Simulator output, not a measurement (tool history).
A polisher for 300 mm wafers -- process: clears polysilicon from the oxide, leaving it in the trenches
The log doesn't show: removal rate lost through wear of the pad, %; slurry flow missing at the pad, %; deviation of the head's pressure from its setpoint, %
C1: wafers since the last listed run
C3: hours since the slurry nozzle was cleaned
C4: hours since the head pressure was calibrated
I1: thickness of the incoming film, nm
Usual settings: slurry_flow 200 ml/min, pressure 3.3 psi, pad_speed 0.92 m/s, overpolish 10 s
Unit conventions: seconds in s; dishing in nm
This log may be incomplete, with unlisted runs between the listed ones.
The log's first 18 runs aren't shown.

{"run": 19, "hour": 1372.3, "slurry_flow": 200, "pressure": 3.3, "pad_speed": 0.92, "overpolish": 10, "C1": 1272, "wafers polished on this pad": 4377, "C3": 97.2, "C4": 580.4, "I1": 374.0, "seconds": 29.0, "dishing": 44.9}
{"run": 20, "hour": 1414.5, "slurry_flow": 225, "pressure": 3.3, "pad_speed": 1.02, "overpolish": 10, "C1": 606, "wafers polished on this pad": 4983, "C3": 139.4, "C4": 622.6, "I1": 369.4, "seconds": 26.3, "dishing": 47.0}
{"hour": 1514.6, "done": "worn pad replaced by a new one"}
{"run": 21, "hour": 1652.9, "slurry_flow": 200, "pressure": 3.3, "pad_speed": 1.08, "overpolish": 10, "C1": 3366, "wafers polished on this pad": 1985, "C3": 377.8, "C4": 861.0, "I1": 368.3, "seconds": 22.4, "dishing": 46.7}
{"run": 22, "hour": 1693.8, "slurry_flow": 200, "pressure": 2.5, "pad_speed": 0.92, "overpolish": 10, "C1": 587, "wafers polished on this pad": 2573, "C3": 418.7, "C4": 901.9, "I1": 367.6, "seconds": 37.1, "dishing": 41.4}
{"run": 23, "hour": 1799.2, "slurry_flow": 155, "pressure": 3.3, "pad_speed": 0.92, "overpolish": 6, "C1": 1513, "wafers polished on this pad": 4087, "C3": 524.1, "C4": 1007.3, "I1": 378.1, "seconds": 30.2, "dishing": 36.4}
{"run": 24, "hour": 1864.6, "slurry_flow": 200, "pressure": 3.3, "pad_speed": 1.04, "overpolish": 5, "C1": 939, "wafers polished on this pad": 5026, "C3": 589.5, "C4": 1072.7, "I1": 374.7, "seconds": 25.8, "dishing": 37.2}
{"run": 25, "hour": 1963.4, "slurry_flow": 200, "pressure": 3.3, "pad_speed": 0.92, "overpolish": 10, "C1": 1419, "wafers polished on this pad": 6445, "C3": 688.3, "C4": 1171.5, "I1": 365.5, "seconds": 28.1, "dishing": 44.9}
{"hour": 1974.6, "done": "head pressure recalibrated"}
{"hour": 2034.2, "done": "worn pad replaced by a new one"}
{"hour": 2049.2, "done": "slurry nozzle cleaned"}
{"run": 26, "hour": 2120.2, "slurry_flow": 200, "pressure": 3.3, "pad_speed": 0.78, "overpolish": 6, "C1": 2151, "wafers polished on this pad": 1220, "C3": 71.0, "C4": 145.6, "I1": 364.0, "seconds": 31.6, "dishing": 35.9}
{"run": 27, "hour": 2167.5, "slurry_flow": 180, "pressure": 4.4, "pad_speed": 0.92, "overpolish": 10, "C1": 679, "wafers polished on this pad": 1900, "C3": 118.3, "C4": 192.9, "I1": 366.9, "seconds": 21.0, "dishing": 48.1}
{"run": 28, "hour": 2212.9, "slurry_flow": 200, "pressure": 3.3, "pad_speed": 0.7, "overpolish": 10, "C1": 652, "wafers polished on this pad": 2552, "C3": 163.7, "C4": 238.3, "I1": 378.2, "seconds": 37.9, "dishing": 41.2}
{"run": 29, "hour": 2317.7, "slurry_flow": 220, "pressure": 2.8, "pad_speed": 0.92, "overpolish": 10, "C1": 1505, "wafers polished on this pad": 4057, "C3": 268.5, "C4": 343.1, "I1": 367.1, "seconds": 33.5, "dishing": 42.0}
{"run": 30, "hour": 2422.0, "slurry_flow": 200, "pressure": 3.3, "pad_speed": 0.92, "overpolish": 7, "C1": 1498, "wafers polished on this pad": 5555, "C3": 372.8, "C4": 447.4, "I1": 373.3, "seconds": 29.1, "dishing": 39.9}
{"run": 31, "hour": 2523.7, "slurry_flow": 200, "pressure": 3.3, "pad_speed": 0.92, "overpolish": 10, "C1": 1460, "wafers polished on this pad": 7016, "C3": 474.5, "C4": 549.1, "I1": 368.9, "seconds": 28.8, "dishing": 44.5}
{"hour": 2590.8, "done": "worn pad replaced by a new one"}
{"run": 32, "hour": 2596.7, "slurry_flow": 200, "pressure": 4.1, "pad_speed": 0.92, "overpolish": 6, "C1": 991, "wafers polished on this pad": 85, "C3": 547.5, "C4": 622.1, "I1": 362.2, "seconds": 20.6, "dishing": 41.7}

Predict each of these 5 candidate next runs independently; none follows another, all start after run 32:
{"run": "A", "hour": 2597.1, "slurry_flow": 200, "pressure": 3.3, "pad_speed": 0.92, "overpolish": 10, "C1": 5, "wafers polished on this pad": 91, "C3": 547.9, "C4": 622.5, "I1": 376.6, "seconds": "?", "dishing": "?"}
{"run": "B", "hour": 2597.1, "slurry_flow": 245, "pressure": 3.3, "pad_speed": 0.76, "overpolish": 10, "C1": 5, "wafers polished on this pad": 91, "C3": 547.9, "C4": 622.5, "I1": 376.6, "seconds": "?", "dishing": "?"}
{"run": "C", "hour": 2597.1, "slurry_flow": 200, "pressure": 3.3, "pad_speed": 1.02, "overpolish": 14, "C1": 5, "wafers polished on this pad": 91, "C3": 547.9, "C4": 622.5, "I1": 376.6, "seconds": "?", "dishing": "?"}
{"run": "D", "hour": 2597.1, "slurry_flow": 150, "pressure": 4.5, "pad_speed": 0.92, "overpolish": 15, "C1": 5, "wafers polished on this pad": 91, "C3": 547.9, "C4": 622.5, "I1": 376.6, "seconds": "?", "dishing": "?"}
{"run": "E", "hour": 2597.1, "slurry_flow": 200, "pressure": 2.1, "pad_speed": 0.74, "overpolish": 10, "C1": 5, "wafers polished on this pad": 91, "C3": 547.9, "C4": 622.5, "I1": 376.6, "seconds": "?", "dishing": "?"}

run=A seconds=26.2 dishing=46.9
run=B seconds=30.9 dishing=45.2
run=C seconds=23.6 dishing=49.4
run=D seconds=20.1 dishing=49.8
run=E seconds=51.2 dishing=37.8
Take away the tool's hidden state, keep each run's random variation, and the runs would have read:
run=A seconds=25.7 dishing=47.0
run=B seconds=30.4 dishing=45.4
run=C seconds=23.2 dishing=49.4
run=D seconds=19.7 dishing=49.9
run=E seconds=50.3 dishing=38.2
